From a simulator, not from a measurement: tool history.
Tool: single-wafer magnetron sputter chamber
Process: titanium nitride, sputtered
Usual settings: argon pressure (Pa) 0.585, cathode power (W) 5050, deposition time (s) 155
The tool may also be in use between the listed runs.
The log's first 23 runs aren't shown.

run	hour	argon pressure (Pa)	cathode power (W)	deposition time (s)	wafers since the last listed run	wafers on the sputter target	hours since the last manometer calibration	hours since the magnet pack was replaced	hours since the gauge calibration	read-back reference wafer on the same gauge, thickness_nm	mean film thickness on the monitor wafer (nm)
24	303.4	0.585	5050	142	85	1692	156	152.3	184.6	124.037	116.975
25	320.8	0.585	5700	135	194	1887	173.4	169.7	202	124.032	125.437
26	337.6	0.585	5050	131	188	2075	190.2	186.5	218.8	123.976	108.15
27	376.3	0.663	6050	155	433	2508	228.9	225.2	257.5	124.032	148.916
28	388.2	0.518	6050	155	133	2642	240.8	237.1	269.4	124.008	154.887
29	401.9	0.389	5050	155	153	2795	254.5	250.8	283.1	123.985	135.083
30	417.1	0.585	3900	155	170	2965	269.7	266	298.3	124.02	98.644
31	430.3	0.585	4350	155	147	3113	282.9	279.2	311.5	123.984	109.53
32	440.6	0.585	3900	125	115	3228	293.2	289.5	321.8	123.962	79.308
33	449.4	0.458	5700	155	98	3327	302	298.3	330.6	123.936	149.974
34	465	0.432	3850	145	174	3502	317.6	313.9	346.2	124.06	95.121

5 ways to go on from here, each from the tool as it stands after run 34. What would each give?
A	465.4	0.585	5050	155	4	3506	318	314.3	346.6	?	?
B	465.4	0.706	5800	127	4	3506	318	314.3	346.6	?	?
C	465.4	0.357	5450	175	4	3506	318	314.3	346.6	?	?
D	465.4	0.388	4450	155	4	3506	318	314.3	346.6	?	?
E	465.4	0.668	4000	125	4	3506	318	314.3	346.6	?	?

run	read-back reference wafer on the same gauge, thickness_nm	mean film thickness on the monitor wafer (nm)
A	123.995	127.388
B	123.995	115.513
C	123.995	166.694
D	123.995	119.376
E	123.995	79.324
Without the tool's hidden state the same runs would have given:
run	mean film thickness on the monitor wafer (nm)
A	128.294
B	116.335
C	167.879
D	120.225
E	79.888
